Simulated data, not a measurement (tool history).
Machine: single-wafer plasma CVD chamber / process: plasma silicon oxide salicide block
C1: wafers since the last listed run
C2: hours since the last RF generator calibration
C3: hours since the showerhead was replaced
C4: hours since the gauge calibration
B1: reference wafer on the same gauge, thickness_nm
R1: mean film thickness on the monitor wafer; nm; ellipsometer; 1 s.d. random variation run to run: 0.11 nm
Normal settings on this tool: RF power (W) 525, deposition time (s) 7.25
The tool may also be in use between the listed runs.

{"run": 1, "hour": 0.0, "RF power (W)": 525, "deposition time (s)": 7.25, "C1": 0, "C2": 1847.5, "C3": 3667, "C4": 236.3, "B1": 77.895, "R1": 68.146}
{"run": 2, "hour": 15.6, "RF power (W)": 590, "deposition time (s)": 7.92, "C1": 419, "C2": 1863.1, "C3": 3682.6, "C4": 251.9, "B1": 77.872, "R1": 77.947}
{"run": 3, "hour": 29.8, "RF power (W)": 525, "deposition time (s)": 7.25, "C1": 381, "C2": 1877.3, "C3": 3696.8, "C4": 266.1, "B1": 77.911, "R1": 68.181}
{"run": 4, "hour": 45.0, "RF power (W)": 525, "deposition time (s)": 7.25, "C1": 408, "C2": 1892.5, "C3": 3712, "C4": 281.3, "B1": 77.896, "R1": 68.071}
{"run": 5, "hour": 55.3, "RF power (W)": 465, "deposition time (s)": 7.25, "C1": 276, "C2": 1902.8, "C3": 3722.3, "C4": 291.6, "B1": 77.89, "R1": 64.96}
{"run": 6, "hour": 71.4, "RF power (W)": 465, "deposition time (s)": 7.25, "C1": 432, "C2": 1918.9, "C3": 3738.4, "C4": 307.7, "B1": 77.896, "R1": 64.913}
{"run": 7, "hour": 85.7, "RF power (W)": 485, "deposition time (s)": 7.25, "C1": 384, "C2": 1933.2, "C3": 3752.7, "C4": 322, "B1": 77.922, "R1": 65.959}
{"run": 8, "hour": 94.3, "RF power (W)": 560, "deposition time (s)": 7.25, "C1": 231, "C2": 1941.8, "C3": 3761.3, "C4": 330.6, "B1": 77.902, "R1": 70.167}
{"run": 9, "hour": 109.0, "RF power (W)": 560, "deposition time (s)": 7.25, "C1": 394, "C2": 1956.5, "C3": 3776, "C4": 345.3, "B1": 77.884, "R1": 70.295}
{"hour": 126.7, "done": "showerhead replaced"}
{"run": 10, "hour": 127.2, "RF power (W)": 525, "deposition time (s)": 7.25, "C1": 273, "C2": 1974.7, "C3": 0.5, "C4": 363.5, "B1": 77.889, "R1": 68.322}
{"run": 11, "hour": 134.5, "RF power (W)": 575, "deposition time (s)": 7.25, "C1": 196, "C2": 1982, "C3": 7.8, "C4": 370.8, "B1": 77.897, "R1": 70.824}
{"run": 12, "hour": 172.3, "RF power (W)": 575, "deposition time (s)": 7.25, "C1": 1015, "C2": 2019.8, "C3": 45.6, "C4": 408.6, "B1": 77.904, "R1": 70.743}
{"run": 13, "hour": 182.7, "RF power (W)": 575, "deposition time (s)": 7.25, "C1": 279, "C2": 2030.2, "C3": 56, "C4": 419, "B1": 77.897, "R1": 70.702}
{"hour": 194.2, "done": "RF generator calibrated"}
{"run": 14, "hour": 197.6, "RF power (W)": 525, "deposition time (s)": 7.25, "C1": 185, "C2": 3.4, "C3": 70.9, "C4": 433.9, "B1": 77.897, "R1": 70.563}
{"run": 15, "hour": 204.7, "RF power (W)": 525, "deposition time (s)": 7.25, "C1": 190, "C2": 10.5, "C3": 78, "C4": 441, "B1": 77.917, "R1": 70.691}
{"hour": 208.0, "done": "gauge calibrated"}
{"run": 16, "hour": 217.1, "RF power (W)": 525, "deposition time (s)": 6.68, "C1": 333, "C2": 22.9, "C3": 90.4, "C4": 9.1, "B1": 77.915, "R1": 65.006}
{"run": 17, "hour": 226.1, "RF power (W)": 525, "deposition time (s)": 7.25, "C1": 241, "C2": 31.9, "C3": 99.4, "C4": 18.1, "B1": 77.896, "R1": 70.517}
{"run": 18, "hour": 241.3, "RF power (W)": 420, "deposition time (s)": 6.77, "C1": 408, "C2": 47.1, "C3": 114.6, "C4": 33.3, "B1": 77.909, "R1": 59.695}
{"run": 19, "hour": 254.5, "RF power (W)": 610, "deposition time (s)": 8.26, "C1": 354, "C2": 60.3, "C3": 127.8, "C4": 46.5, "B1": 77.897, "R1": 85.178}
{"run": 20, "hour": 270.2, "RF power (W)": 575, "deposition time (s)": 7.25, "C1": 421, "C2": 76, "C3": 143.5, "C4": 62.2, "B1": 77.898, "R1": 72.837}
{"run": 21, "hour": 285.0, "RF power (W)": 480, "deposition time (s)": 6.27, "C1": 397, "C2": 90.8, "C3": 158.3, "C4": 77, "B1": 77.905, "R1": 58.544}
{"run": 22, "hour": 295.2, "RF power (W)": 525, "deposition time (s)": 7.25, "C1": 273, "C2": 101, "C3": 168.5, "C4": 87.2, "B1": 77.896, "R1": 70.457}
{"run": 23, "hour": 306.5, "RF power (W)": 470, "deposition time (s)": 7.25, "C1": 303, "C2": 112.3, "C3": 179.8, "C4": 98.5, "B1": 77.881, "R1": 67.131}
{"run": 24, "hour": 323.7, "RF power (W)": 420, "deposition time (s)": 5.89, "C1": 462, "C2": 129.5, "C3": 197, "C4": 115.7, "B1": 77.916, "R1": 51.912}
{"run": 25, "hour": 336.2, "RF power (W)": 460, "deposition time (s)": 8.11, "C1": 335, "C2": 142, "C3": 209.5, "C4": 128.2, "B1": 77.899, "R1": 73.924}
{"run": 26, "hour": 354.1, "RF power (W)": 485, "deposition time (s)": 8.28, "C1": 480, "C2": 159.9, "C3": 227.4, "C4": 146.1, "B1": 77.903, "R1": 77.262}
{"run": 27, "hour": 368.6, "RF power (W)": 485, "deposition time (s)": 7.69, "C1": 389, "C2": 174.4, "C3": 241.9, "C4": 160.6, "B1": 77.903, "R1": 71.92}
{"run": 28, "hour": 378.9, "RF power (W)": 525, "deposition time (s)": 6.66, "C1": 276, "C2": 184.7, "C3": 252.2, "C4": 170.9, "B1": 77.906, "R1": 64.433}
{"run": 29, "hour": 387.9, "RF power (W)": 420, "deposition time (s)": 6.77, "C1": 241, "C2": 193.7, "C3": 261.2, "C4": 179.9, "B1": 77.875, "R1": 59.425}
{"run": 30, "hour": 403.3, "RF power (W)": 445, "deposition time (s)": 7.64, "C1": 413, "C2": 209.1, "C3": 276.6, "C4": 195.3, "B1": 77.922, "R1": 68.781}
{"run": 31, "hour": 417.8, "RF power (W)": 425, "deposition time (s)": 8.44, "C1": 389, "C2": 223.6, "C3": 291.1, "C4": 209.8, "B1": 77.916, "R1": 74.642}

Predict each of these 3 candidate next runs independently; none follows another, all start after run 31:
{"run": "A", "hour": 418.2, "RF power (W)": 455, "deposition time (s)": 7.25, "C1": 10, "C2": 224, "C3": 291.5, "C4": 210.2, "B1": "?", "R1": "?"}
{"run": "B", "hour": 418.2, "RF power (W)": 605, "deposition time (s)": 5.93, "C1": 10, "C2": 224, "C3": 291.5, "C4": 210.2, "B1": "?", "R1": "?"}
{"run": "C", "hour": 418.2, "RF power (W)": 470, "deposition time (s)": 6.49, "C1": 10, "C2": 224, "C3": 291.5, "C4": 210.2, "B1": "?", "R1": "?"}

run=A B1=77.902 R1=65.729
run=B B1=77.902 R1=60.412
run=C B1=77.902 R1=59.664
Without the tool's hidden state the same runs would have given:
run=A R1=66.514
run=B R1=61.133
run=C R1=60.376
